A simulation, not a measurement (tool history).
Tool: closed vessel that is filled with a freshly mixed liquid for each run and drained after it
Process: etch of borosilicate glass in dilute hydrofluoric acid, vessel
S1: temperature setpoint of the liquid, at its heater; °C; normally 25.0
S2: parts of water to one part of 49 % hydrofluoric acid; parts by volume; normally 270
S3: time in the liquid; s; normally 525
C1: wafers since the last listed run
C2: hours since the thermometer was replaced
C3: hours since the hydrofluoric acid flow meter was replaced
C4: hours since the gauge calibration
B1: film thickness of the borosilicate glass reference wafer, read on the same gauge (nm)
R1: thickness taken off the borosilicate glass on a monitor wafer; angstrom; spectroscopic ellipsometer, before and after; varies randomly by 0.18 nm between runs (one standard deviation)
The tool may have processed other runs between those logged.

Run 1, hour 0.0: usual settings; C1 0; C2 760.1; C3 583.9; C4 2005.1; B1 60.04. Result: R1 404.9 angstrom.
Run 2, hour 89.7: usual settings; C1 5532; C2 849.8; C3 673.6; C4 2094.8; B1 60.01. Result: R1 401.2 angstrom.
Run 3, hour 156.6: usual settings but S2 210 parts by volume, S3 725 s; C1 4125; C2 916.7; C3 740.5; C4 2161.7; B1 59.98. Result: R1 772.0 angstrom.
At hour 198.7: gauge calibrated.
Run 4, hour 221.7: usual settings; C1 4014; C2 981.8; C3 805.6; C4 23.0; B1 59.99. Result: R1 406.8 angstrom.
Run 5, hour 281.9: usual settings; C1 3712; C2 1042.0; C3 865.8; C4 83.2; B1 60.01. Result: R1 405.0 angstrom.
At hour 308.4: thermometer replaced.
At hour 360.1: hydrofluoric acid flow meter replaced.
Run 6, hour 377.8: usual settings but S3 440 s; C1 5791; C2 69.4; C3 17.7; C4 179.1; B1 60.01. Result: R1 330.8 angstrom.
Run 7, hour 439.7: usual settings but S3 440 s; C1 3817; C2 131.3; C3 79.6; C4 241.0; B1 59.96. Result: R1 330.9 angstrom.
Run 8, hour 616.2: usual settings; C1 10885; C2 307.8; C3 256.1; C4 417.5; B1 60.00. Result: R1 398.9 angstrom.
Run 9, hour 685.8: usual settings; C1 4292; C2 377.4; C3 325.7; C4 487.1; B1 59.98. Result: R1 400.0 angstrom.
Run 10, hour 753.2: usual settings but S1 23.0 °C, S2 175 parts by volume, S3 405 s; C1 4156; C2 444.8; C3 393.1; C4 554.5; B1 60.01. Result: R1 488.9 angstrom.
Run 11, hour 829.3: usual settings but S3 415 s; C1 4693; C2 520.9; C3 469.2; C4 630.6; B1 59.99. Result: R1 318.8 angstrom.
Run 12, hour 935.6: usual settings but S1 26.5 °C, S2 325 parts by volume, S3 425 s; C1 6555; C2 627.2; C3 575.5; C4 736.9; B1 60.00. Result: R1 269.1 angstrom.
Run 13, hour 1022.3: usual settings; C1 5347; C2 713.9; C3 662.2; C4 823.6; B1 60.00. Result: R1 405.8 angstrom.
Run 14, hour 1063.0: usual settings; C1 2510; C2 754.6; C3 702.9; C4 864.3; B1 60.01. Result: R1 403.1 angstrom.
Run 15, hour 1163.9: usual settings but S1 26.5 °C, S2 325 parts by volume, S3 255 s; C1 6222; C2 855.5; C3 803.8; C4 965.2; B1 59.99. Result: R1 162.9 angstrom.
Run 16, hour 1204.1: usual settings but S1 21.0 °C, S2 220 parts by volume, S3 830 s; C1 2479; C2 895.7; C3 844.0; C4 1005.4; B1 59.98. Result: R1 714.5 angstrom.
At hour 1253.8: hydrofluoric acid flow meter replaced.
Run 17, hour 1261.6: usual settings; C1 3484; C2 953.2; C3 7.8; C4 1062.9; B1 60.00. Result: R1 396.2 angstrom.
Run 18, hour 1321.3: usual settings but S1 22.0 °C, S2 310 parts by volume, S3 770 s; C1 3681; C2 1012.9; C3 67.5; C4 1122.6; B1 60.02. Result: R1 439.1 angstrom.
Run 19, hour 1359.7: usual settings but S1 27.5 °C; C1 2368; C2 1051.3; C3 105.9; C4 1161.0; B1 59.99. Result: R1 431.1 angstrom.
Run 20, hour 1405.6: usual settings but S1 29.5 °C, S2 230 parts by volume, S3 320 s; C1 2830; C2 1097.2; C3 151.8; C4 1206.9; B1 59.98. Result: R1 349.3 angstrom.
Run 21, hour 1465.7: usual settings but S2 340 parts by volume, S3 255 s; C1 3706; C2 1157.3; C3 211.9; C4 1267.0; B1 60.01. Result: R1 143.7 angstrom.
At hour 1516.9: thermometer replaced.
Run 22, hour 1566.9: usual settings but S1 22.5 °C, S2 225 parts by volume; C1 6179; C2 50.0; C3 313.1; C4 1368.2; B1 59.98. Result: R1 459.9 angstrom.
Run 23, hour 1640.1: usual settings but S3 300 s; C1 4514; C2 123.2; C3 386.3; C4 1441.4; B1 60.01. Result: R1 229.2 angstrom.
Run 24, hour 1701.2: usual settings but S1 23.0 °C, S2 185 parts by volume, S3 745 s; C1 3768; C2 184.3; C3 447.4; C4 1502.5; B1 60.05. Result: R1 849.8 angstrom.
Run 25, hour 1822.4: usual settings but S1 27.0 °C, S2 365 parts by volume; C1 7474; C2 305.5; C3 568.6; C4 1623.7; B1 60.00. Result: R1 291.6 angstrom.
Run 26, hour 1880.0: usual settings but S1 26.5 °C, S2 325 parts by volume, S3 425 s; C1 3552; C2 363.1; C3 626.2; C4 1681.3; B1 60.01. Result: R1 269.7 angstrom.
Run 27, hour 1960.3: usual settings but S1 22.0 °C, S2 350 parts by volume, S3 750 s; C1 4952; C2 443.4; C3 706.5; C4 1761.6; B1 59.96. Result: R1 371.6 angstrom.
Run 28, hour 2058.6: usual settings but S1 21.5 °C, S2 345 parts by volume, S3 810 s; C1 6062; C2 541.7; C3 804.8; C4 1859.9; B1 59.99. Result: R1 406.5 angstrom.
At hour 2123.2: hydrofluoric acid flow meter replaced.
Run 29, hour 2140.2: usual settings but S2 145 parts by volume, S3 840 s; C1 4970; C2 623.3; C3 17.0; C4 1941.5; B1 59.98. Result: R1 1349.9 angstrom.
Run 30, hour 2233.0: usual settings but S1 22.5 °C, S2 230 parts by volume, S3 675 s; C1 5723; C2 716.1; C3 109.8; C4 2034.3; B1 59.99. Result: R1 573.7 angstrom.
Run 31, hour 2333.3: usual settings but S3 295 s; C1 6185; C2 816.4; C3 210.1; C4 2134.6; B1 59.99. Result: R1 224.3 angstrom.
Run 32, hour 2438.7: usual settings; C1 6500; C2 921.8; C3 315.5; C4 2240.0; B1 60.00. Result: R1 400.3 angstrom.

Entry by entry between the runs, the difference in hidden state between the last listed run before and the first listed run after:
After run 3, before run 4: gauge calibrated (hour 198.7)
  hydrofluoric acid flow above the setpoint (%): 2.14 -> 2.32
  measured less the result without the state, R1: +19.9 -> +11.7 angstrom
After run 5, before run 6: thermometer replaced (hour 308.4); hydrofluoric acid flow meter replaced (hour 360.1)
  hydrofluoric acid flow above the setpoint (%): 2.48 -> 0.129
  measured less the result without the state, R1: +12.5 -> +0.5 angstrom
After run 16, before run 17: hydrofluoric acid flow meter replaced (hour 1253.8)
  hydrofluoric acid flow above the setpoint (%): 2.36 -> 0.0317
  measured less the result without the state, R1: +19.9 -> +0.2 angstrom
After run 21, before run 22: thermometer replaced (hour 1516.9)
  hydrofluoric acid flow above the setpoint (%): 0.583 -> 0.856
  measured less the result without the state, R1: +1.1 -> +4.8 angstrom
After run 28, before run 29: hydrofluoric acid flow meter replaced (hour 2123.2)
  hydrofluoric acid flow above the setpoint (%): 2.18 -> 0.423
  measured less the result without the state, R1: +11.3 -> +6.7 angstrom
